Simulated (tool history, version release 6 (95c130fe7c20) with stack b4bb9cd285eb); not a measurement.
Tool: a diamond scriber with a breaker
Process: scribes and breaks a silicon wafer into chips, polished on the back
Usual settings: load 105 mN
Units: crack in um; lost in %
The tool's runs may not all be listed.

run,hour,load,"incoming depth of the damage left on the back of the incoming wafer, um",crack,lost
1,0.0,116,0.01,12.46,1.49
2,56.5,116,0.04,12.44,2.31
3,105.2,105,0.04,11.07,5.45
4,149.8,105,0.04,11.22,6.12
# hour 197.0: diamond tip replaced by a new one
5,210.7,105,0.02,13.40,1.05
6,246.4,105,0.01,12.42,1.90
7,279.2,105,0.01,12.22,2.53
8,353.0,105,0.04,11.68,4.43
9,385.4,105,0.01,11.74,4.86
10,443.5,105,0.01,11.44,6.25
11,477.5,105,0.03,11.14,5.40
# hour 513.8: load on the tip recalibrated
12,524.4,94,0.02,10.15,11.97
# hour 556.8: diamond tip replaced by a new one, of another model than before
13,558.4,122,0.03,14.40,1.36
14,718.4,122,0.02,12.52,1.72
15,788.5,105,0.04,11.43,5.22
# hour 840.6: diamond tip replaced by a new one
16,841.1,105,0.02,13.60,0.91
17,877.2,81,0.02,11.43,6.35
18,916.8,128,0.02,13.45,0.87
19,968.1,105,0.01,11.73,3.42
20,1014.1,89,0.04,10.86,8.93
21,1075.4,105,0.02,11.53,4.85
22,1101.8,117,0.05,11.85,2.71
# hour 1121.6: diamond tip replaced by a new one
23,1154.5,73,0.04,10.80,9.28
24,1179.6,131,0.04,13.29,0.91
25,1205.5,96,0.01,11.15,5.16
26,1266.3,124,0.02,12.77,2.06
27,1324.3,105,0.02,11.37,6.20
28,1366.2,134,0.01,12.32,1.64
29,1396.3,136,0.01,12.55,1.74
# hour 1420.0: diamond tip replaced by a new one
30,1425.5,133,0.03,14.90,2.76
31,1493.0,87,0.05,11.01,5.91
# hour 1557.8: load on the tip recalibrated
32,1558.9,92,0.01,11.15,6.01
33,1607.0,125,0.01,13.09,1.49

Hidden state or all else? Some run-to-run changes of crack, split into what the settings, what came in and random variation would give without the hidden state, and what is left for the hidden state (with any gauge scatter that isn't in both results):
The hidden state here: share of the diamond tip's cutting effectiveness lost through wear, %; deviation of the load on the tip from its setpoint, %.
Run 12 -> 13: load 94 -> 122, diamond tip replaced by a new one, of another model than before. crack +4.25 um: hidden state +1.94, all else +2.31.
Run 15 -> 16: diamond tip replaced by a new one. crack +2.17 um: hidden state +1.99, all else +0.18.
Run 23 -> 24: load 73 -> 131. crack +2.49 um: hidden state -0.61, all else +3.10.
Run 29 -> 30: load 136 -> 133, diamond tip replaced by a new one. crack +2.35 um: hidden state +2.75, all else -0.40.
Run 30 -> 31: load 133 -> 87. crack -3.89 um: hidden state -0.84, all else -3.05.
